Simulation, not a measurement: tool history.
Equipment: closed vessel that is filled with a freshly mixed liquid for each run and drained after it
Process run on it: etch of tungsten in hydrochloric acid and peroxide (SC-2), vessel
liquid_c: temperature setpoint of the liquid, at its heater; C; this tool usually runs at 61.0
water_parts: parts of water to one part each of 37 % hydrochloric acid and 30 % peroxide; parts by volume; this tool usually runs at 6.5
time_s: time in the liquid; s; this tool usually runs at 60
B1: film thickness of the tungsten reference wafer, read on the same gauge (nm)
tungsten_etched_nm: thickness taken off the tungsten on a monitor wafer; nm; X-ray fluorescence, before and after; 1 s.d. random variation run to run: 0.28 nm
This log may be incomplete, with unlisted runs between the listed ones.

{"run": 1, "day": 0.0, "liquid_c": 61.0, "water_parts": 8.0, "time_s": 75, "B1": 110.04, "tungsten_etched_nm": 45.85}
{"run": 2, "day": 0.758, "liquid_c": 61.0, "water_parts": 6.5, "time_s": 60, "B1": 109.94, "tungsten_etched_nm": 44.26}
{"run": 3, "day": 1.729, "liquid_c": 61.0, "water_parts": 6.5, "time_s": 60, "B1": 109.96, "tungsten_etched_nm": 43.6}
{"run": 4, "day": 3.096, "liquid_c": 61.0, "water_parts": 6.5, "time_s": 60, "B1": 110.0, "tungsten_etched_nm": 43.16}
{"run": 5, "day": 4.246, "liquid_c": 61.0, "water_parts": 6.5, "time_s": 60, "B1": 109.99, "tungsten_etched_nm": 43.91}
{"run": 6, "day": 5.621, "liquid_c": 68.0, "water_parts": 6.5, "time_s": 60, "B1": 110.0, "tungsten_etched_nm": 66.33}
{"run": 7, "day": 6.558, "liquid_c": 68.0, "water_parts": 6.5, "time_s": 60, "B1": 109.96, "tungsten_etched_nm": 66.85}
{"run": 8, "day": 7.15, "liquid_c": 68.0, "water_parts": 6.5, "time_s": 60, "B1": 110.0, "tungsten_etched_nm": 66.87}
{"run": 9, "day": 7.704, "liquid_c": 57.5, "water_parts": 6.5, "time_s": 60, "B1": 110.02, "tungsten_etched_nm": 35.29}
{"run": 10, "day": 8.983, "liquid_c": 61.0, "water_parts": 6.5, "time_s": 70, "B1": 109.95, "tungsten_etched_nm": 50.94}
{"run": 11, "day": 10.183, "liquid_c": 61.0, "water_parts": 6.5, "time_s": 70, "B1": 110.01, "tungsten_etched_nm": 50.21}
{"day": 11.188, "done": "thermometer replaced"}
{"run": 12, "day": 11.512, "liquid_c": 61.0, "water_parts": 6.5, "time_s": 70, "B1": 109.96, "tungsten_etched_nm": 43.02}
{"day": 12.075, "done": "gauge calibrated"}
{"run": 13, "day": 12.4, "liquid_c": 56.0, "water_parts": 5.5, "time_s": 40, "B1": 109.99, "tungsten_etched_nm": 20.38}
{"day": 13.767, "done": "chemicals flow meter replaced"}
{"run": 14, "day": 13.783, "liquid_c": 61.0, "water_parts": 6.5, "time_s": 60, "B1": 110.01, "tungsten_etched_nm": 40.96}
{"run": 15, "day": 14.688, "liquid_c": 68.0, "water_parts": 6.5, "time_s": 75, "B1": 110.03, "tungsten_etched_nm": 78.07}
{"run": 16, "day": 15.642, "liquid_c": 61.0, "water_parts": 6.5, "time_s": 70, "B1": 109.99, "tungsten_etched_nm": 47.34}
{"run": 17, "day": 16.967, "liquid_c": 61.0, "water_parts": 6.5, "time_s": 60, "B1": 109.98, "tungsten_etched_nm": 40.71}
{"run": 18, "day": 18.217, "liquid_c": 61.0, "water_parts": 6.5, "time_s": 60, "B1": 110.02, "tungsten_etched_nm": 40.58}
{"run": 19, "day": 19.596, "liquid_c": 68.0, "water_parts": 9.0, "time_s": 30, "B1": 110.0, "tungsten_etched_nm": 24.34}
{"day": 20.396, "done": "new drum of peroxide connected"}
{"run": 20, "day": 20.712, "liquid_c": 57.0, "water_parts": 9.0, "time_s": 30, "B1": 110.04, "tungsten_etched_nm": 12.29}
{"run": 21, "day": 24.8, "liquid_c": 61.0, "water_parts": 4.0, "time_s": 50, "B1": 110.02, "tungsten_etched_nm": 48.07}
{"run": 22, "day": 26.233, "liquid_c": 54.5, "water_parts": 5.0, "time_s": 90, "B1": 109.98, "tungsten_etched_nm": 48.54}
{"run": 23, "day": 27.046, "liquid_c": 61.0, "water_parts": 6.5, "time_s": 60, "B1": 109.98, "tungsten_etched_nm": 40.39}
{"run": 24, "day": 27.833, "liquid_c": 68.0, "water_parts": 5.0, "time_s": 85, "B1": 110.05, "tungsten_etched_nm": 106.31}
{"run": 25, "day": 28.896, "liquid_c": 61.0, "water_parts": 5.5, "time_s": 70, "B1": 109.99, "tungsten_etched_nm": 53.05}

Here are 4 independent what-if runs from the current tool condition. What would each one return?
{"run": "A", "day": 28.925, "liquid_c": 69.5, "water_parts": 6.5, "time_s": 60, "B1": "?", "tungsten_etched_nm": "?"}
{"run": "B", "day": 28.925, "liquid_c": 65.0, "water_parts": 5.0, "time_s": 75, "B1": "?", "tungsten_etched_nm": "?"}
{"run": "C", "day": 28.925, "liquid_c": 57.0, "water_parts": 5.0, "time_s": 60, "B1": "?", "tungsten_etched_nm": "?"}
{"run": "D", "day": 28.925, "liquid_c": 61.0, "water_parts": 6.5, "time_s": 30, "B1": "?", "tungsten_etched_nm": "?"}

run=A B1=109.99 tungsten_etched_nm=67.03
run=B B1=109.99 tungsten_etched_nm=77.90
run=C B1=109.99 tungsten_etched_nm=37.89
run=D B1=109.99 tungsten_etched_nm=20.02
With the hidden condition removed and each run's random variation left untouched, the same runs would have given:
run=A tungsten_etched_nm=67.79
run=B tungsten_etched_nm=78.51
run=C tungsten_etched_nm=38.14
run=D tungsten_etched_nm=20.21
